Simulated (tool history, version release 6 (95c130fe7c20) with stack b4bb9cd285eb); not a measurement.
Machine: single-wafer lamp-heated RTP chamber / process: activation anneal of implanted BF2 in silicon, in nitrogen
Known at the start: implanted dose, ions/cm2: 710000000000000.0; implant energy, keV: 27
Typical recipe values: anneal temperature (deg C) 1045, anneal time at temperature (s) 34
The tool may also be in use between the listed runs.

run	hour	anneal temperature (deg C)	anneal time at temperature (s)	wafers since the last listed run	wafers since the last pyrometer calibration	wafers since the reflector plate was cleaned	hours since the gauge calibration	read-back reference wafer on the same gauge, sheet resistance	sheet resistance of the implanted and annealed layer (ohm/square)
1	0.0	1045	34	0	1387	4756	148.3	184.93	157.00
2	16.7	1045	34	277	1665	5033	165.0	184.87	157.41
3	45.1	1045	34	472	2137	5505	193.4	184.94	156.45
4	58.6	1052	34	224	2361	5730	206.9	185.25	155.06
5	80.8	1052	34	369	2730	6099	229.1	185.18	155.13
# hour 113.8: pyrometer window cleaned and pyrometer calibrated
6	157.0	1056	34	1133	718	7232	305.3	185.05	155.30
7	171.0	1056	34	232	951	7465	319.3	185.04	154.78
8	193.3	1059	24	370	1321	7836	341.6	185.11	156.23
9	227.8	1045	34	573	1895	8409	376.1	184.93	157.08
10	249.3	1045	34	357	2252	8767	397.6	184.95	156.10
11	262.1	1045	34	212	2465	8979	410.4	184.91	155.83
12	284.9	1045	34	379	2844	9358	433.2	184.80	154.62
# hour 311.5: pyrometer window cleaned and pyrometer calibrated
13	317.4	1045	23	407	98	9766	465.7	184.97	160.25
14	345.8	1015	34	472	570	10238	494.1	184.92	163.21
# hour 384.4: reflector plate cleaned
15	443.1	1067	19	1484	2054	975	591.4	185.05	156.99
16	455.3	1074	51	202	2257	1178	603.6	185.01	149.78
# hour 473.6: pyrometer window cleaned and pyrometer calibrated
17	474.8	1045	40	191	19	1369	623.1	185.06	156.57
18	490.5	1065	53	260	280	1630	638.8	185.07	151.71
19	519.5	1058	21	482	762	2112	667.8	185.16	159.07
20	542.2	1027	47	377	1139	2490	690.5	185.00	159.05
# hour 596.7: gauge calibrated
# hour 632.2: pyrometer window cleaned and pyrometer calibrated
21	632.7	1054	21	1371	8	3861	36.0	184.97	159.32
22	661.4	1045	34	477	485	4338	64.7	185.14	157.73
23	677.8	1028	20	272	758	4611	81.1	184.93	164.93
24	703.2	1053	43	422	1180	5033	106.5	184.88	153.71
25	748.8	1034	18	758	1938	5791	152.1	185.06	163.70
26	770.2	1045	34	355	2294	6147	173.5	185.03	156.36

The tool's hidden state at each run:
gauge reads high (%): 0 in every run
H1: true wafer temperature minus pyrometer reading, K
H2: wafer temperature error from the tarnished reflector plate, K
run	H1	H2
1	2.23	1.99
2	3.09	2.17
3	4.93	2.51
4	5.96	2.68
5	7.88	2.98
6	1.33	4.14
7	1.73	4.37
8	2.59	4.76
9	4.47	5.4
10	5.99	5.82
11	7.01	6.08
12	9.07	6.56
13	0.488	7.27
14	0.81	7.92
15	5.37	0.878
16	6.32	0.907
17	0.418	0.965
18	0.498	1.02
19	1.01	1.15
20	1.75	1.27
21	0.939	1.95
22	1.18	2.22
23	1.53	2.4
24	2.36	2.68
25	4.78	3.25
26	6.32	3.55

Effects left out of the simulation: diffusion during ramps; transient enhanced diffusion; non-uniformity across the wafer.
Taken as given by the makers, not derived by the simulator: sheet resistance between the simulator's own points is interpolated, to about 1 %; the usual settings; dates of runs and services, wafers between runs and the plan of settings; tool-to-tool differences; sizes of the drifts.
